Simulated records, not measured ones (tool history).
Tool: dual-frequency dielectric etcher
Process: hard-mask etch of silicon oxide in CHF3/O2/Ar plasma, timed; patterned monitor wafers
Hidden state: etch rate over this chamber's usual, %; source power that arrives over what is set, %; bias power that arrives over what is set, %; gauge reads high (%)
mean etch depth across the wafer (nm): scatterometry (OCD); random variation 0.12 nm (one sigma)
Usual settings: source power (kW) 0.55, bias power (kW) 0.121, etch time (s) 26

| run | day | source power (kW) | bias power (kW) | etch time (s) | wafers since the last listed run | hours since the last wet clean | hours since the last source power generator calibration | hours since the last bias power generator calibration | hours since the last upper electrode change | hours since the gauge calibration | read-back reference wafer on the same gauge, depth_nm | mean etch depth across the wafer (nm) |
|---|---|---|---|---|---|---|---|---|---|---|---|---|
| 1 | 0 | 0.55 | 0.121 | 26 | 0 | 232 | 1660.9 | 1534.9 | 4662.9 | 78.4 | 42.96 | 44.5 |
| 2 | 2.15 | 0.55 | 0.121 | 26 | 725 | 283.6 | 1712.5 | 1586.5 | 4714.5 | 130 | 42.95 | 44.53 |
| 3 | 3.996 | 0.55 | 0.121 | 26 | 623 | 327.9 | 1756.8 | 1630.8 | 4758.8 | 174.3 | 42.97 | 44.16 |
|  | 6.129 | wet clean of the chamber |
| 4 | 6.15 | 0.55 | 0.121 | 26 | 389 | 0.5 | 1808.5 | 1682.5 | 4810.5 | 226 | 42.99 | 44.34 |
| 5 | 12.258 | 0.55 | 0.121 | 26 | 2061 | 147.1 | 1955.1 | 1829.1 | 4957.1 | 372.6 | 42.99 | 44.54 |
|  | 14.888 | source power generator calibrated |
| 6 | 14.988 | 0.65 | 0.121 | 26 | 864 | 212.6 | 2.4 | 1894.6 | 5022.6 | 438.1 | 43 | 47.95 |
|  | 16.517 | bias power generator calibrated |
| 7 | 16.554 | 0.65 | 0.121 | 26 | 472 | 250.2 | 40 | 0.9 | 5060.2 | 475.7 | 43 | 46.65 |
| 8 | 18.029 | 0.55 | 0.103 | 26 | 497 | 285.6 | 75.4 | 36.3 | 5095.6 | 511.1 | 43 | 40.68 |
|  | 20.8 | upper electrode replaced |
|  | 21.625 | wet clean of the chamber |
| 9 | 21.646 | 0.55 | 0.103 | 26 | 605 | 0.5 | 162.2 | 123.1 | 20.3 | 597.9 | 42.94 | 40.81 |
| 10 | 22.896 | 0.55 | 0.103 | 26 | 421 | 30.5 | 192.2 | 153.1 | 50.3 | 627.9 | 43.01 | 40.89 |
|  | 25.15 | gauge calibrated |
| 11 | 25.754 | 0.55 | 0.14 | 26 | 964 | 99.1 | 260.8 | 221.7 | 118.9 | 14.5 | 42.96 | 47.71 |
| 12 | 27.117 | 0.55 | 0.121 | 26 | 459 | 131.8 | 293.5 | 254.4 | 151.6 | 47.2 | 42.97 | 44.2 |
| 13 | 29.892 | 0.61 | 0.121 | 26 | 936 | 198.4 | 360.1 | 321 | 218.2 | 113.8 | 43.06 | 45.99 |
| 14 | 31.804 | 0.5 | 0.134 | 26 | 645 | 244.3 | 406 | 366.9 | 264.1 | 159.7 | 43.03 | 45.25 |
| 15 | 34.271 | 0.55 | 0.147 | 26 | 832 | 303.5 | 465.2 | 426.1 | 323.3 | 218.9 | 43 | 48.94 |
| 16 | 36.008 | 0.62 | 0.142 | 31 | 586 | 345.2 | 506.9 | 467.8 | 365 | 260.6 | 43 | 59.76 |
|  | 37.517 | wet clean of the chamber |
| 17 | 38.971 | 0.5 | 0.121 | 32.5 | 662 | 34.9 | 578 | 538.9 | 436.1 | 331.7 | 43.02 | 53.84 |
| 18 | 41.196 | 0.55 | 0.121 | 26 | 751 | 88.3 | 631.4 | 592.3 | 489.5 | 385.1 | 42.95 | 44.27 |

Run 19 comes next. What will it give?
| 19 | 43.979 | 0.55 | 0.121 | 26 | 939 | 155.1 | 698.2 | 659.1 | 556.3 | 451.9 | ? | ? |

Run 19 gave read-back reference wafer on the same gauge, depth_nm 42.99, mean etch depth across the wafer (nm) 44.31.
Without the tool's hidden state the same run would have given mean etch depth across the wafer (nm) 43.86.

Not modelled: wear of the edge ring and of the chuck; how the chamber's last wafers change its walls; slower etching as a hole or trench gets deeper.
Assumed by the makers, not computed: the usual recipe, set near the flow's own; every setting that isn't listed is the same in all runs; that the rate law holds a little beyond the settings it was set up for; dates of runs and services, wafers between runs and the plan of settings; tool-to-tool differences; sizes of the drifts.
